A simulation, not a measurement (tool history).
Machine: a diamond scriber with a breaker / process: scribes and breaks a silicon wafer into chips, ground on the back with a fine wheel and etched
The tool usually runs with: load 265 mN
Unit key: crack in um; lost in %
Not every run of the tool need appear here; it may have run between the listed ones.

run    day  load  wafers since the last listed run  hours since the diamond tip was replaced  hours since the load on the tip was calibrated  incoming depth of the damage left on the back of the incoming wafer, um  crack   lost
  1      0   265                                 0                                     721.9                                           829.4                                                                     0.48   7.36  10.45
  2  0.521   265                                48                                     734.4                                           841.9                                                                      0.4    7.4   9.39
  3  0.883   317                                34                                     743.1                                           850.6                                                                     0.78   7.96   4.34
  4  1.383   317                                46                                     755.1                                           862.6                                                                     0.54    8.2   4.32
  5  1.762   265                                35                                     764.2                                           871.7                                                                     0.36   7.33  10.56
  6  2.283   265                                48                                     776.7                                           884.2                                                                     0.75   7.26  10.77
  7  2.742   265                                43                                     787.7                                           895.2                                                                     0.51   7.32  10.47
  8  3.275   222                                50                                     800.5                                             908                                                                     0.53   6.68  19.17
  9  3.658   190                                35                                     809.7                                           917.2                                                                     0.37    6.2  30.05
     4.192  -- diamond tip replaced by a new one
 10  4.212   265                                44                                       0.5                                           930.5                                                                     0.42   9.16   1.39
     4.612  -- load on the tip recalibrated
 11  4.838   202                                50                                      15.5                                             5.4                                                                     0.37   7.97   5.56
 12  5.342   332                                47                                      27.6                                            17.5                                                                     0.35  10.29   3.25
 13  5.808   238                                43                                      38.8                                            28.7                                                                     0.34   8.46   2.57
 14  6.225   265                                39                                      48.8                                            38.7                                                                     0.76   9.04    1.6
 15  6.921   216                                65                                      65.5                                            55.4                                                                     0.33   7.97   4.78
 16  7.412   300                                46                                      77.3                                            67.2                                                                     0.46   9.55   1.39

Each row is a separate what-if for the run after 16, all from the same tool condition, not one after another. Results?
  A  7.433   218                                 1                                      77.8                                            67.7                                                                     0.78      ?     ?
  B  7.433   315                                 1                                      77.8                                            67.7                                                                     0.78      ?     ?
  C  7.433   341                                 1                                      77.8                                            67.7                                                                     0.78      ?     ?

run  crack  lost
  A   7.91  5.24
  B   9.61  1.84
  C  10.04     3
Stripped of hidden state, with their random variation kept, the same runs would have yielded:
run  crack  lost
  A   8.26   3.3
  B  10.04  2.98
  C  10.49  4.82
